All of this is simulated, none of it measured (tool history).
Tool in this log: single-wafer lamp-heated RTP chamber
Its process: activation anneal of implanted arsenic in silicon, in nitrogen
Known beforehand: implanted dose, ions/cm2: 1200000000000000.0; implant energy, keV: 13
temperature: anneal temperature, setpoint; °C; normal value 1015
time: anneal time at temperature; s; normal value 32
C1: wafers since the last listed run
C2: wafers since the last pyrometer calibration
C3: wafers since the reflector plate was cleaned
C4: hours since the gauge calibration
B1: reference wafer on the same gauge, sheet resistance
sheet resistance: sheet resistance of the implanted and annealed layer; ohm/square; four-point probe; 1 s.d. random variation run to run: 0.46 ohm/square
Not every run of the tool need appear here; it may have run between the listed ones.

Run 1, hour 0: usual settings but time 44 s; C1 0; C2 787; C3 5656; C4 30; B1 135.03. Result: sheet resistance 110.65 ohm/square.
Run 2, hour 32.5: usual settings but time 44 s; C1 401; C2 1188; C3 6057; C4 62.5; B1 135.31. Result: sheet resistance 110.43 ohm/square.
Run 3, hour 69.7: usual settings; C1 459; C2 1647; C3 6517; C4 99.7; B1 135.03. Result: sheet resistance 115.91 ohm/square.
Run 4, hour 115.5: usual settings; C1 565; C2 2213; C3 7083; C4 145.5; B1 135.02. Result: sheet resistance 115.3 ohm/square.
Run 5, hour 161.3: usual settings; C1 565; C2 2779; C3 7648; C4 191.3; B1 134.97. Result: sheet resistance 115.25 ohm/square.
At hour 235.3: pyrometer window cleaned and pyrometer calibrated.
Run 6, hour 235.8: usual settings; C1 821; C2 6; C3 8470; C4 265.8; B1 135.27. Result: sheet resistance 115.52 ohm/square.
Run 7, hour 268.6: usual settings; C1 405; C2 411; C3 8875; C4 298.6; B1 135.06. Result: sheet resistance 115.11 ohm/square.
Run 8, hour 304.2: usual settings; C1 439; C2 851; C3 9314; C4 334.2; B1 134.94. Result: sheet resistance 115.34 ohm/square.
Run 9, hour 354.7: usual settings but temperature 988 °C, time 43 s; C1 623; C2 1475; C3 9938; C4 384.7; B1 134.94. Result: sheet resistance 124.2 ohm/square.
At hour 365.1: reflector plate cleaned.
Run 10, hour 405: usual settings but temperature 1044 °C, time 43 s; C1 522; C2 1997; C3 493; C4 435; B1 134.83. Result: sheet resistance 102.18 ohm/square.
At hour 471.8: pyrometer window cleaned and pyrometer calibrated.
Run 11, hour 472.3: usual settings but temperature 1003 °C, time 51 s; C1 732; C2 6; C3 1225; C4 502.3; B1 134.91. Result: sheet resistance 115.28 ohm/square.
Run 12, hour 534.9: usual settings; C1 773; C2 779; C3 1998; C4 564.9; B1 135.13. Result: sheet resistance 117.53 ohm/square.
At hour 552.6: gauge calibrated.
Run 13, hour 590.9: usual settings but time 16 s; C1 691; C2 1471; C3 2690; C4 38.3; B1 134.77. Result: sheet resistance 131.51 ohm/square.
At hour 752.1: pyrometer window cleaned and pyrometer calibrated.
Run 14, hour 752.6: usual settings but temperature 1033 °C, time 40 s; C1 1898; C2 6; C3 4588; C4 200; B1 135.07. Result: sheet resistance 106.75 ohm/square.

3 ways to go on from here, each from the tool as it stands after run 14. What would each give?
Run A, hour 753: usual settings but temperature 1040 °C; C1 4; C2 11; C3 4593; C4 200.4; B1 ?. Result: sheet resistance ?.
Run B, hour 753: usual settings but temperature 1003 °C; C1 4; C2 11; C3 4593; C4 200.4; B1 ?. Result: sheet resistance ?.
Run C, hour 753: usual settings but temperature 1038 °C, time 50 s; C1 4; C2 11; C3 4593; C4 200.4; B1 ?. Result: sheet resistance ?.

run      B1  sheet resistance
  A  134.83            106.96
  B  134.83             123.5
  C  134.83            101.46
Without the tool's hidden state the same runs would have given:
run  sheet resistance
  A            108.04
  B            125.58
  C            102.38
